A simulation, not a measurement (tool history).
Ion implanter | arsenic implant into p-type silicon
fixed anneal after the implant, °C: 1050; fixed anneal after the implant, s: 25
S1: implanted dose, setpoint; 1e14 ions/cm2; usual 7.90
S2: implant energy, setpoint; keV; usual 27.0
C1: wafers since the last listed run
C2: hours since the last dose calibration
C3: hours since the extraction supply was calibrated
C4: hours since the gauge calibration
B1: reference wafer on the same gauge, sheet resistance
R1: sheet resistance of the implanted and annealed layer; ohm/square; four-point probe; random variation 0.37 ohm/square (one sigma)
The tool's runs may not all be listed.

Run 1, hour 0.0: usual settings; C1 0; C2 97.6; C3 4045.5; C4 459.0; B1 146.99. Result: R1 130.70 ohm/square.
Run 2, hour 49.1: usual settings; C1 1146; C2 146.7; C3 4094.6; C4 508.1; B1 147.16. Result: R1 130.30 ohm/square.
Run 3, hour 88.2: usual settings but S2 31.0 keV; C1 912; C2 185.8; C3 4133.7; C4 547.2; B1 146.82. Result: R1 127.70 ohm/square.
Run 4, hour 137.2: usual settings but S2 31.0 keV; C1 1143; C2 234.8; C3 4182.7; C4 596.2; B1 146.91. Result: R1 128.24 ohm/square.
Run 5, hour 185.3: usual settings but S2 31.0 keV; C1 1122; C2 282.9; C3 4230.8; C4 644.3; B1 147.05. Result: R1 128.19 ohm/square.
Run 6, hour 233.1: usual settings but S1 9.30 1e14 ions/cm2, S2 20.5 keV; C1 1115; C2 330.7; C3 4278.6; C4 692.1; B1 147.14. Result: R1 118.53 ohm/square.
Run 7, hour 366.5: usual settings but S1 9.30 1e14 ions/cm2, S2 20.5 keV; C1 3114; C2 464.1; C3 4412.0; C4 825.5; B1 147.03. Result: R1 119.54 ohm/square.
Run 8, hour 415.1: usual settings but S1 9.30 1e14 ions/cm2, S2 20.5 keV; C1 1134; C2 512.7; C3 4460.6; C4 874.1; B1 147.02. Result: R1 119.44 ohm/square.
Run 9, hour 474.0: usual settings but S2 32.5 keV; C1 1374; C2 571.6; C3 4519.5; C4 933.0; B1 146.91. Result: R1 126.96 ohm/square.
Run 10, hour 498.5: usual settings but S2 32.5 keV; C1 571; C2 596.1; C3 4544.0; C4 957.5; B1 147.16. Result: R1 127.31 ohm/square.
Run 11, hour 556.5: usual settings but S1 8.51 1e14 ions/cm2; C1 1353; C2 654.1; C3 4602.0; C4 1015.5; B1 146.84. Result: R1 123.35 ohm/square.
Run 12, hour 608.5: usual settings but S1 8.51 1e14 ions/cm2; C1 1213; C2 706.1; C3 4654.0; C4 1067.5; B1 146.99. Result: R1 123.18 ohm/square.
Run 13, hour 656.5: usual settings; C1 1120; C2 754.1; C3 4702.0; C4 1115.5; B1 147.06. Result: R1 130.57 ohm/square.
Run 14, hour 710.2: usual settings; C1 1253; C2 807.8; C3 4755.7; C4 1169.2; B1 147.08. Result: R1 129.61 ohm/square.
Run 15, hour 772.7: usual settings; C1 1458; C2 870.3; C3 4818.2; C4 1231.7; B1 147.09. Result: R1 130.45 ohm/square.
Run 16, hour 813.3: usual settings; C1 947; C2 910.9; C3 4858.8; C4 1272.3; B1 147.13. Result: R1 129.99 ohm/square.
Run 17, hour 837.5: usual settings but S1 9.39 1e14 ions/cm2, S2 20.0 keV; C1 564; C2 935.1; C3 4883.0; C4 1296.5; B1 147.10. Result: R1 118.02 ohm/square.
At hour 868.7: extraction supply calibrated.
Run 18, hour 883.7: usual settings but S1 8.79 1e14 ions/cm2, S2 34.0 keV; C1 891; C2 981.3; C3 15.0; C4 1342.7; B1 147.06. Result: R1 116.59 ohm/square.
Run 19, hour 923.1: usual settings but S2 20.5 keV; C1 919; C2 1020.7; C3 54.4; C4 1382.1; B1 146.97. Result: R1 133.90 ohm/square.
Run 20, hour 991.6: usual settings; C1 1599; C2 1089.2; C3 122.9; C4 1450.6; B1 147.02. Result: R1 130.56 ohm/square.
Run 21, hour 1030.0: usual settings but S2 23.0 keV; C1 896; C2 1127.6; C3 161.3; C4 1489.0; B1 147.10. Result: R1 133.00 ohm/square.
Run 22, hour 1064.3: usual settings; C1 800; C2 1161.9; C3 195.6; C4 1523.3; B1 147.04. Result: R1 130.11 ohm/square.
Run 23, hour 1121.8: usual settings but S2 21.5 keV; C1 1342; C2 1219.4; C3 253.1; C4 1580.8; B1 147.04. Result: R1 133.14 ohm/square.
Run 24, hour 1164.7: usual settings but S2 20.0 keV; C1 1001; C2 1262.3; C3 296.0; C4 1623.7; B1 146.97. Result: R1 134.16 ohm/square.
At hour 1201.2: Faraday cup replaced and dose calibrated.
At hour 1209.6: gauge calibrated.
Run 25, hour 1219.6: usual settings but S1 6.15 1e14 ions/cm2, S2 21.0 keV; C1 1094; C2 18.4; C3 350.9; C4 10.0; B1 146.92. Result: R1 161.67 ohm/square.
Run 26, hour 1258.2: usual settings but S1 6.28 1e14 ions/cm2; C1 901; C2 57.0; C3 389.5; C4 48.6; B1 146.95. Result: R1 154.92 ohm/square.
Run 27, hour 1303.1: usual settings but S1 7.05 1e14 ions/cm2, S2 29.5 keV; C1 1048; C2 101.9; C3 434.4; C4 93.5; B1 147.06. Result: R1 140.35 ohm/square.
Run 28, hour 1345.9: usual settings but S1 7.22 1e14 ions/cm2, S2 33.5 keV; C1 999; C2 144.7; C3 477.2; C4 136.3; B1 147.05. Result: R1 135.62 ohm/square.
Run 29, hour 1541.0: usual settings but S2 35.0 keV; C1 4554; C2 339.8; C3 672.3; C4 331.4; B1 146.98. Result: R1 126.23 ohm/square.

3 ways to go on from here, each from the tool as it stands after run 29. What would each give?
Run A, hour 1541.4: usual settings; C1 9; C2 340.2; C3 672.7; C4 331.8; B1 ?. Result: R1 ?.
Run B, hour 1541.4: usual settings but S1 6.18 1e14 ions/cm2, S2 33.5 keV; C1 9; C2 340.2; C3 672.7; C4 331.8; B1 ?. Result: R1 ?.
Run C, hour 1541.4: usual settings but S1 6.90 1e14 ions/cm2; C1 9; C2 340.2; C3 672.7; C4 331.8; B1 ?. Result: R1 ?.

run      B1      R1
  A  147.06  130.33
  B  147.06  152.90
  C  147.06  144.25
Without the tool's hidden state the same runs would have given:
run      R1
  A  130.33
  B  152.90
  C  144.25
